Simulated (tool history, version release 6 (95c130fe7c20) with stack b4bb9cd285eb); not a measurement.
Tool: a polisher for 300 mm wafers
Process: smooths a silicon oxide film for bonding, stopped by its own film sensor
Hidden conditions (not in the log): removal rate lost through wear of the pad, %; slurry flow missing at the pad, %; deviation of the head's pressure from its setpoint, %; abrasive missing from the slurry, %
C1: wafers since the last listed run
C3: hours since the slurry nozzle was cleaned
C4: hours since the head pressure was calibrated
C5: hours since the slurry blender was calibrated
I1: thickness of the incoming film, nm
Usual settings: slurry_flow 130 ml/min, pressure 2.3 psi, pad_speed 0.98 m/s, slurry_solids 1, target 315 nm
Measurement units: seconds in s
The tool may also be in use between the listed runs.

run 1 hour=0 | slurry_flow=130 pressure=2.3 pad_speed=0.98 slurry_solids=1.2 target=315 | C1=0 wafers_polished_on_this_pad=155 C3=323.9 C4=258.3 C5=5.4 | I1=370.4 | seconds=71.1
run 2 hour=34.1 | slurry_flow=130 pressure=2.3 pad_speed=0.88 slurry_solids=1 target=307 | C1=302 wafers_polished_on_this_pad=457 C3=358 C4=292.4 C5=39.5 | I1=373.6 | seconds=105
run 3 hour=110.1 | slurry_flow=130 pressure=2.3 pad_speed=0.88 slurry_solids=1 target=307 | C1=673 wafers_polished_on_this_pad=1131 C3=434 C4=368.4 C5=115.5 | I1=373.9 | seconds=104.5
run 4 hour=125.6 | slurry_flow=130 pressure=2.3 pad_speed=0.88 slurry_solids=1 target=307 | C1=137 wafers_polished_on_this_pad=1268 C3=449.5 C4=383.9 C5=131 | I1=367.7 | seconds=94.8
-- hour=142.1 worn pad replaced by a new one
run 5 hour=159.9 | slurry_flow=130 pressure=2.3 pad_speed=0.98 slurry_solids=1 target=315 | C1=268 wafers_polished_on_this_pad=157 C3=483.8 C4=418.2 C5=165.3 | I1=369.4 | seconds=77
run 6 hour=184.8 | slurry_flow=130 pressure=2.3 pad_speed=0.98 slurry_solids=1 target=315 | C1=220 wafers_polished_on_this_pad=378 C3=508.7 C4=443.1 C5=190.2 | I1=366 | seconds=71
-- hour=196.7 head pressure recalibrated
run 7 hour=212.5 | slurry_flow=130 pressure=2.3 pad_speed=0.98 slurry_solids=1 target=315 | C1=227 wafers_polished_on_this_pad=605 C3=536.4 C4=15.8 C5=217.9 | I1=367.4 | seconds=75.8
run 8 hour=238.6 | slurry_flow=130 pressure=2.3 pad_speed=0.98 slurry_solids=1 target=315 | C1=231 wafers_polished_on_this_pad=837 C3=562.5 C4=41.9 C5=244 | I1=371.1 | seconds=80.1
run 9 hour=252.2 | slurry_flow=130 pressure=2.3 pad_speed=0.98 slurry_solids=1 target=315 | C1=120 wafers_polished_on_this_pad=957 C3=576.1 C4=55.5 C5=257.6 | I1=371.7 | seconds=78.5
run 10 hour=281.3 | slurry_flow=130 pressure=2.3 pad_speed=0.98 slurry_solids=1 target=315 | C1=257 wafers_polished_on_this_pad=1215 C3=605.2 C4=84.6 C5=286.7 | I1=369 | seconds=75.7
run 11 hour=301.6 | slurry_flow=150 pressure=2.3 pad_speed=0.98 slurry_solids=1 target=315 | C1=179 wafers_polished_on_this_pad=1395 C3=625.5 C4=104.9 C5=307 | I1=374.3 | seconds=80.5
-- hour=310.8 worn pad replaced by a new one
run 12 hour=335.6 | slurry_flow=130 pressure=2.3 pad_speed=0.98 slurry_solids=1 target=315 | C1=265 wafers_polished_on_this_pad=219 C3=659.5 C4=138.9 C5=341 | I1=373.4 | seconds=82
run 13 hour=364.6 | slurry_flow=130 pressure=2.3 pad_speed=0.98 slurry_solids=1 target=315 | C1=256 wafers_polished_on_this_pad=476 C3=688.5 C4=167.9 C5=370 | I1=374.7 | seconds=85.4
run 14 hour=393.4 | slurry_flow=130 pressure=2.3 pad_speed=0.98 slurry_solids=1 target=315 | C1=255 wafers_polished_on_this_pad=732 C3=717.3 C4=196.7 C5=398.8 | I1=363.1 | seconds=69.3
run 15 hour=411.5 | slurry_flow=155 pressure=2.3 pad_speed=0.82 slurry_solids=0.8 target=315 | C1=160 wafers_polished_on_this_pad=892 C3=735.4 C4=214.8 C5=416.9 | I1=369.2 | seconds=100.3
-- hour=437 slurry nozzle cleaned
run 16 hour=444.4 | slurry_flow=130 pressure=2.3 pad_speed=0.98 slurry_solids=1 target=315 | C1=282 wafers_polished_on_this_pad=1175 C3=7.4 C4=247.7 C5=449.8 | I1=374.7 | seconds=85.9
-- hour=453 slurry blender recalibrated
-- hour=475.9 worn pad replaced by a new one
run 17 hour=478.8 | slurry_flow=105 pressure=2.3 pad_speed=1.3 slurry_solids=1 target=315 | C1=251 wafers_polished_on_this_pad=25 C3=41.8 C4=282.1 C5=25.8 | I1=376 | seconds=72.8
run 18 hour=543.6 | slurry_flow=170 pressure=2.3 pad_speed=0.98 slurry_solids=1 target=300 | C1=574 wafers_polished_on_this_pad=599 C3=106.6 C4=346.9 C5=90.6 | I1=368 | seconds=92.8
run 19 hour=560.9 | slurry_flow=130 pressure=2.3 pad_speed=0.98 slurry_solids=1.25 target=315 | C1=153 wafers_polished_on_this_pad=753 C3=123.9 C4=364.2 C5=107.9 | I1=373.7 | seconds=72.6
run 20 hour=589.5 | slurry_flow=130 pressure=2.3 pad_speed=0.98 slurry_solids=1 target=332 | C1=253 wafers_polished_on_this_pad=1006 C3=152.5 C4=392.8 C5=136.5 | I1=367.2 | seconds=49.9
run 21 hour=612 | slurry_flow=130 pressure=2.3 pad_speed=0.98 slurry_solids=1 target=315 | C1=199 wafers_polished_on_this_pad=1206 C3=175 C4=415.3 C5=159 | I1=362.2 | seconds=66
run 22 hour=628.4 | slurry_flow=100 pressure=1.6 pad_speed=1.1 slurry_solids=0.85 target=315 | C1=145 wafers_polished_on_this_pad=1351 C3=191.4 C4=431.7 C5=175.4 | I1=370.7 | seconds=109.6
-- hour=648.5 worn pad replaced by a new one
run 23 hour=649.8 | slurry_flow=145 pressure=2.3 pad_speed=0.98 slurry_solids=1 target=325 | C1=154 wafers_polished_on_this_pad=11 C3=212.8 C4=453.1 C5=196.8 | I1=368.4 | seconds=60.7
-- hour=655.3 head pressure recalibrated
run 24 hour=683.5 | slurry_flow=130 pressure=2.3 pad_speed=0.98 slurry_solids=1 target=315 | C1=280 wafers_polished_on_this_pad=292 C3=246.5 C4=28.2 C5=230.5 | I1=369.6 | seconds=76.1
run 25 hour=710.4 | slurry_flow=130 pressure=2.3 pad_speed=1.18 slurry_solids=1 target=315 | C1=238 wafers_polished_on_this_pad=530 C3=273.4 C4=55.1 C5=257.4 | I1=375.3 | seconds=75
run 26 hour=737.6 | slurry_flow=130 pressure=2.3 pad_speed=0.9 slurry_solids=0.75 target=333 | C1=241 wafers_polished_on_this_pad=771 C3=300.6 C4=82.3 C5=284.6 | I1=369.4 | seconds=68.5
run 27 hour=750.3 | slurry_flow=130 pressure=2.3 pad_speed=0.98 slurry_solids=1 target=315 | C1=112 wafers_polished_on_this_pad=884 C3=313.3 C4=95 C5=297.3 | I1=365.8 | seconds=72.3
run 28 hour=775.1 | slurry_flow=130 pressure=2.6 pad_speed=0.98 slurry_solids=1 target=322 | C1=219 wafers_polished_on_this_pad=1104 C3=338.1 C4=119.8 C5=322.1 | I1=368.1 | seconds=60.9
run 29 hour=799.3 | slurry_flow=115 pressure=2.3 pad_speed=0.98 slurry_solids=1 target=315 | C1=214 wafers_polished_on_this_pad=1318 C3=362.3 C4=144 C5=346.3 | I1=366.3 | seconds=73.3
run 30 hour=811.8 | slurry_flow=90 pressure=1.7 pad_speed=0.66 slurry_solids=0.8 target=315 | C1=110 wafers_polished_on_this_pad=1429 C3=374.8 C4=156.5 C5=358.8 | I1=367.3 | seconds=162
-- hour=828.3 worn pad replaced by a new one
run 31 hour=846.9 | slurry_flow=130 pressure=2.3 pad_speed=0.98 slurry_solids=1 target=308 | C1=275 wafers_polished_on_this_pad=165 C3=409.9 C4=191.6 C5=393.9 | I1=376.2 | seconds=95.7

Below are 3 alternative next runs, each starting from the tool's condition after run 31. Predict each:
run A hour=847.3 | slurry_flow=130 pressure=2.3 pad_speed=0.98 slurry_solids=1 target=315 | C1=3 wafers_polished_on_this_pad=168 C3=410.3 C4=192 C5=394.3 | I1=368.9 | seconds=?
run B hour=847.3 | slurry_flow=130 pressure=3 pad_speed=0.98 slurry_solids=0.85 target=315 | C1=3 wafers_polished_on_this_pad=168 C3=410.3 C4=192 C5=394.3 | I1=368.9 | seconds=?
run C hour=847.3 | slurry_flow=145 pressure=2.3 pad_speed=0.98 slurry_solids=1 target=315 | C1=3 wafers_polished_on_this_pad=168 C3=410.3 C4=192 C5=394.3 | I1=368.9 | seconds=?

run=A seconds=76.7
run=B seconds=70.4
run=C seconds=75.1
With the hidden condition removed and each run's random variation left untouched, the same runs would have given:
run=A seconds=76.7
run=B seconds=70.4
run=C seconds=75.1

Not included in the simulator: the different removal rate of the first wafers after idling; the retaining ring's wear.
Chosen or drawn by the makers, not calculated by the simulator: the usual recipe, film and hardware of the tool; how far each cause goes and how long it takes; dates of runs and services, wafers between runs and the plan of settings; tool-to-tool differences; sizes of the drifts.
